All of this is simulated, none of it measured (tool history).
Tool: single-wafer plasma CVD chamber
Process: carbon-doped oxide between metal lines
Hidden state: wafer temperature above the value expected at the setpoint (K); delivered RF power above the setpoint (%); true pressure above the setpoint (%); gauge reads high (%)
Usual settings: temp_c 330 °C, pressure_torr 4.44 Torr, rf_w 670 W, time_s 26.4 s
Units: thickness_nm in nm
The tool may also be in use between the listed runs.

run	hour	temp_c	pressure_torr	rf_w	time_s	wafers since the last listed run	hours since the last thermocouple change	hours since the last RF generator calibration	hours since the last manometer calibration	hours since the showerhead was replaced	hours since the gauge calibration	read-back reference wafer on the same gauge, thickness_nm	thickness_nm
1	0	341	4.44	625	26.4	0	1235.2	1256.2	3025.9	33.2	1143.8	181.188	150.366
2	63.5	341	4.44	625	26.4	1960	1298.7	1319.7	3089.4	96.7	1207.3	181.074	150.071
# hour 92.3: capacitance manometer re-zeroed and calibrated
3	95.2	330	4.44	670	26.4	731	1330.4	1351.4	2.9	128.4	1239	181.016	158.72
4	148	330	4.44	670	26.4	1630	1383.2	1404.2	55.7	181.2	1291.8	180.938	158.885
5	206.3	330	4.44	670	26.4	1799	1441.5	1462.5	114	239.5	1350.1	180.817	158.358
6	268.8	322	4.44	670	26.4	1929	1504	1525	176.5	302	1412.6	180.955	162.334
7	305.9	324	4.73	590	28.1	1145	1541.1	1562.1	213.6	339.1	1449.7	181.043	165.599
8	355.8	337	4.44	670	28.6	1540	1591	1612	263.5	389	1499.6	181.174	166.874
9	380.6	330	4.44	670	26.4	765	1615.8	1636.8	288.3	413.8	1524.4	181.03	157.314
# hour 395.3: thermocouple changed; heater temperature recalibrated
10	411.8	342	5.1	745	24.5	716	16.5	1668	319.5	445	1555.6	181.214	151.818
11	459.5	330	4.44	765	21.9	1472	64.2	1715.7	367.2	492.7	1603.3	181.106	140.361
12	516	330	5.44	670	29.3	1744	120.7	1772.2	423.7	549.2	1659.8	180.929	183.638
# hour 542: RF generator calibrated
13	583	323	5.53	750	30.8	1821	187.7	41	490.7	616.2	1726.8	181.089	206.156
14	614.8	317	3.47	780	23.3	981	219.5	72.8	522.5	648	1758.6	181.235	152.819
15	669.7	320	4.44	670	26.4	1694	274.4	127.7	577.4	702.9	1813.5	180.897	166.975

Run 16 comes next. What will it give?
# hour 685.2: gauge calibrated
16	722.6	330	4.44	730	30.4	1633	327.3	180.6	630.3	755.8	37.4	?	?

{"run 16": {"read-back reference wafer on the same gauge, thickness_nm": 180.861, "thickness_nm": 190.31}}
Without the tool's hidden state the same run would have given thickness_nm 189.585 nm.
